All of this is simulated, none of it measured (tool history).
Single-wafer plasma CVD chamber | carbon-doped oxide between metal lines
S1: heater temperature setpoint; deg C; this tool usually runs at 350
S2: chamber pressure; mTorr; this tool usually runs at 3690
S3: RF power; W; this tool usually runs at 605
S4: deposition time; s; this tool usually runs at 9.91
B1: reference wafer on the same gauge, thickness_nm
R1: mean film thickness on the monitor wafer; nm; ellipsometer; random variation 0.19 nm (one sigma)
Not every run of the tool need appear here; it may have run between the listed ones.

run    hour   S1    S2   S3     S4      B1      R1
  1       0  350  3690  605   9.91  48.198  52.018
  2   103.8  350  3690  605   9.91  48.138  52.192
  3   167.1  350  3690  605   9.91  48.205  52.294
  4   237.3  350  3690  605   9.91  48.126  52.603
  5   285.7  350  3690  605   9.91   48.19  52.236
  6   332.8  350  3690  605   9.91   48.26  51.991
  7   433.8  350  3690  605   9.91  48.176  51.878
  8   508.6  350  3690  545   9.91  48.193  49.276
  9   555.3  350  3690  545   9.91  48.188  49.088
      646.1  -- showerhead replaced
 10   653.5  350  3690  605   9.91  48.111  51.428
 11   742.5  350  3690  605   8.37  48.307  43.548
 12   789.9  350  3690  605  11.35  48.189   59.33
      796.6  -- gauge calibrated
      821.1  -- thermocouple changed; heater temperature recalibrated
 13     887  350  3690  535   8.84  48.163  43.403
 14   953.8  350  4310  710   9.91  48.243  56.537
 15  1055.6  345  3690  485   8.88  48.196   41.63
     1072.9  -- RF generator calibrated
 16  1128.1  350  4020  605  11.83  48.125  63.656
 17    1180  361  3260  660   9.91  48.176  53.344
     1240.1  -- capacitance manometer re-zeroed and calibrated
 18  1244.1  350  4410  605  10.74  48.158  58.298
 19  1344.9  357  3970  650   11.4  48.153  62.288
 20  1442.8  350  3690  605   9.91  48.214  52.818
 21  1528.6  339  2860  675  11.28  48.152  63.468
 22  1574.3  350  3690  605   9.91   48.28  52.362

Forecast each of these 4 alternatives for the next run:
  A  1574.7  350  3010  605  9.91   ?   ?
  B  1574.7  361  3130  530  9.91   ?   ?
  C  1574.7  340  3300  605  9.91   ?   ?
  D  1574.7  362  4540  605  9.91   ?   ?

run      B1      R1
  A  48.191  51.811
  B  48.191  47.496
  C  48.191  53.611
  D  48.191  52.408
Without the tool's hidden state the same runs would have given:
run      R1
  A  52.046
  B  47.717
  C  53.854
  D  52.646

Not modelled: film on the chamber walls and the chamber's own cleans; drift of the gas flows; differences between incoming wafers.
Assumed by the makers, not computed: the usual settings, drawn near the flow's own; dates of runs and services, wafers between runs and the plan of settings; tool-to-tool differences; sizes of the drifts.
